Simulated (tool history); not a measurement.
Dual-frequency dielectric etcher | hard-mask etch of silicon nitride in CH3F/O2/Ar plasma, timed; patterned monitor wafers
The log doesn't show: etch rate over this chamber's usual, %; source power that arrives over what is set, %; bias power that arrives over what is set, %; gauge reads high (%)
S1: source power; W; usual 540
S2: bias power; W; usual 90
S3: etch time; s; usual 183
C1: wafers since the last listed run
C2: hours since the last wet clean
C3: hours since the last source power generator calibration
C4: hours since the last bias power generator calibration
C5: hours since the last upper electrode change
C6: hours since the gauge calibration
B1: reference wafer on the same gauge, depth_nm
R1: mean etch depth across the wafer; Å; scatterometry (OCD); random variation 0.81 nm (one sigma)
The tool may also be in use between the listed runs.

Run 1, day 0: usual settings but S1 480 W; C1 0; C2 98.2; C3 1378; C4 2807.5; C5 4005.7; C6 787.6; B1 131.5. Result: R1 1374 Å.
Run 2, day 2.95: usual settings but S1 480 W; C1 691; C2 169; C3 1448.8; C4 2878.3; C5 4076.5; C6 858.4; B1 131.6. Result: R1 1374 Å.
Run 3, day 5: usual settings; C1 480; C2 218.2; C3 1498; C4 2927.5; C5 4125.7; C6 907.6; B1 131.4. Result: R1 1463 Å.
Run 4, day 7.392: usual settings; C1 560; C2 275.6; C3 1555.4; C4 2984.9; C5 4183.1; C6 965; B1 131.3. Result: R1 1475 Å.
Run 5, day 9.971: usual settings; C1 604; C2 337.5; C3 1617.3; C4 3046.8; C5 4245; C6 1026.9; B1 131.2. Result: R1 1481 Å.
Run 6, day 12.546: usual settings but S1 640 W; C1 603; C2 399.3; C3 1679.1; C4 3108.6; C5 4306.8; C6 1088.7; B1 131.1. Result: R1 1605 Å.
At day 14.5: upper electrode replaced.
Run 7, day 14.521: usual settings but S1 640 W; C1 228; C2 446.7; C3 1726.5; C4 3156; C5 0.5; C6 1136.1; B1 131. Result: R1 1599 Å.
At day 15.204: source power generator calibrated.
Run 8, day 15.342: usual settings; C1 153; C2 466.4; C3 3.3; C4 3175.7; C5 20.2; C6 1155.8; B1 131. Result: R1 1469 Å.
At day 18.642: wet clean of the chamber.
Run 9, day 18.662: usual settings; C1 544; C2 0.5; C3 83; C4 3255.4; C5 99.9; C6 1235.5; B1 130.9. Result: R1 1467 Å.
Run 10, day 19.442: usual settings; C1 182; C2 19.2; C3 101.7; C4 3274.1; C5 118.6; C6 1254.2; B1 130.9. Result: R1 1482 Å.
Run 11, day 22.429: usual settings; C1 700; C2 90.9; C3 173.4; C4 3345.8; C5 190.3; C6 1325.9; B1 130.9. Result: R1 1463 Å.
At day 24.379: bias power generator calibrated.
Run 12, day 25.379: usual settings; C1 652; C2 161.7; C3 244.2; C4 24; C5 261.1; C6 1396.7; B1 131. Result: R1 1481 Å.
Run 13, day 27.929: usual settings; C1 597; C2 222.9; C3 305.4; C4 85.2; C5 322.3; C6 1457.9; B1 130.8. Result: R1 1470 Å.
Run 14, day 30.65: usual settings but S1 450 W, S2 82 W, S3 142 s; C1 637; C2 288.2; C3 370.7; C4 150.5; C5 387.6; C6 1523.2; B1 130.7. Result: R1 1010 Å.
Run 15, day 32.933: usual settings but S1 490 W, S2 69 W; C1 535; C2 343; C3 425.5; C4 205.3; C5 442.4; C6 1578; B1 130.7. Result: R1 1309 Å.
Run 16, day 34.904: usual settings but S1 500 W, S2 104 W, S3 236.5 s; C1 462; C2 390.3; C3 472.8; C4 252.6; C5 489.7; C6 1625.3; B1 130.7. Result: R1 1880 Å.
Run 17, day 36.192: usual settings but S2 97 W; C1 301; C2 421.2; C3 503.7; C4 283.5; C5 520.6; C6 1656.2; B1 130.8. Result: R1 1488 Å.
Run 18, day 37.654: usual settings but S3 232.5 s; C1 342; C2 456.3; C3 538.8; C4 318.6; C5 555.7; C6 1691.3; B1 130.8. Result: R1 1860 Å.
Run 19, day 38.925: usual settings; C1 297; C2 486.8; C3 569.3; C4 349.1; C5 586.2; C6 1721.8; B1 130.8. Result: R1 1475 Å.
Run 20, day 41.408: usual settings but S2 106 W; C1 582; C2 546.4; C3 628.9; C4 408.7; C5 645.8; C6 1781.4; B1 130.8. Result: R1 1535 Å.
At day 43.342: wet clean of the chamber.
Run 21, day 43.362: usual settings but S1 410 W, S2 83 W, S3 145 s; C1 223; C2 0.5; C3 675.8; C4 455.6; C5 692.7; C6 1828.3; B1 130.7. Result: R1 991 Å.
Run 22, day 44.212: usual settings but S1 440 W, S3 131 s; C1 199; C2 20.9; C3 696.2; C4 476; C5 713.1; C6 1848.7; B1 130.6. Result: R1 942 Å.
Run 23, day 46.054: usual settings but S1 500 W, S2 104 W, S3 154 s; C1 431; C2 65.1; C3 740.4; C4 520.2; C5 757.3; C6 1892.9; B1 130.6. Result: R1 1223 Å.
At day 47.288: gauge calibrated.
Run 24, day 48.421: usual settings but S1 640 W, S2 75 W; C1 554; C2 121.9; C3 797.2; C4 577; C5 814.1; C6 27.2; B1 133.7. Result: R1 1560 Å.
Run 25, day 50.979: usual settings but S3 235.5 s; C1 599; C2 183.3; C3 858.6; C4 638.4; C5 875.5; C6 88.6; B1 133.5. Result: R1 1923 Å.
Run 26, day 52.996: usual settings but S1 430 W, S2 106 W, S3 140 s; C1 472; C2 231.7; C3 907; C4 686.8; C5 923.9; C6 137; B1 133.2. Result: R1 1062 Å.
Run 27, day 54.875: usual settings; C1 440; C2 276.8; C3 952.1; C4 731.9; C5 969; C6 182.1; B1 133. Result: R1 1489 Å.
Run 28, day 57.379: usual settings but S3 231.5 s; C1 587; C2 336.9; C3 1012.2; C4 792; C5 1029.1; C6 242.2; B1 132.9. Result: R1 1886 Å.
Run 29, day 58.729: usual settings but S1 440 W; C1 316; C2 369.3; C3 1044.6; C4 824.4; C5 1061.5; C6 274.6; B1 132.6. Result: R1 1341 Å.
Run 30, day 60.275: usual settings; C1 362; C2 406.4; C3 1081.7; C4 861.5; C5 1098.6; C6 311.7; B1 132.7. Result: R1 1495 Å.
Run 31, day 62.979: usual settings; C1 633; C2 471.3; C3 1146.6; C4 926.4; C5 1163.5; C6 376.6; B1 132.3. Result: R1 1483 Å.

Forecast each of these 3 alternatives for the next run:
Run A, day 63: usual settings; C1 4; C2 471.8; C3 1147.1; C4 926.9; C5 1164; C6 377.1; B1 ?. Result: R1 ?.
Run B, day 63: usual settings but S1 500 W; C1 4; C2 471.8; C3 1147.1; C4 926.9; C5 1164; C6 377.1; B1 ?. Result: R1 ?.
Run C, day 63: usual settings but S3 162.5 s; C1 4; C2 471.8; C3 1147.1; C4 926.9; C5 1164; C6 377.1; B1 ?. Result: R1 ?.

run     B1    R1
  A  132.5  1489
  B  132.5  1432
  C  132.5  1322
Without the tool's hidden state the same runs would have given:
run    R1
  A  1506
  B  1449
  C  1338

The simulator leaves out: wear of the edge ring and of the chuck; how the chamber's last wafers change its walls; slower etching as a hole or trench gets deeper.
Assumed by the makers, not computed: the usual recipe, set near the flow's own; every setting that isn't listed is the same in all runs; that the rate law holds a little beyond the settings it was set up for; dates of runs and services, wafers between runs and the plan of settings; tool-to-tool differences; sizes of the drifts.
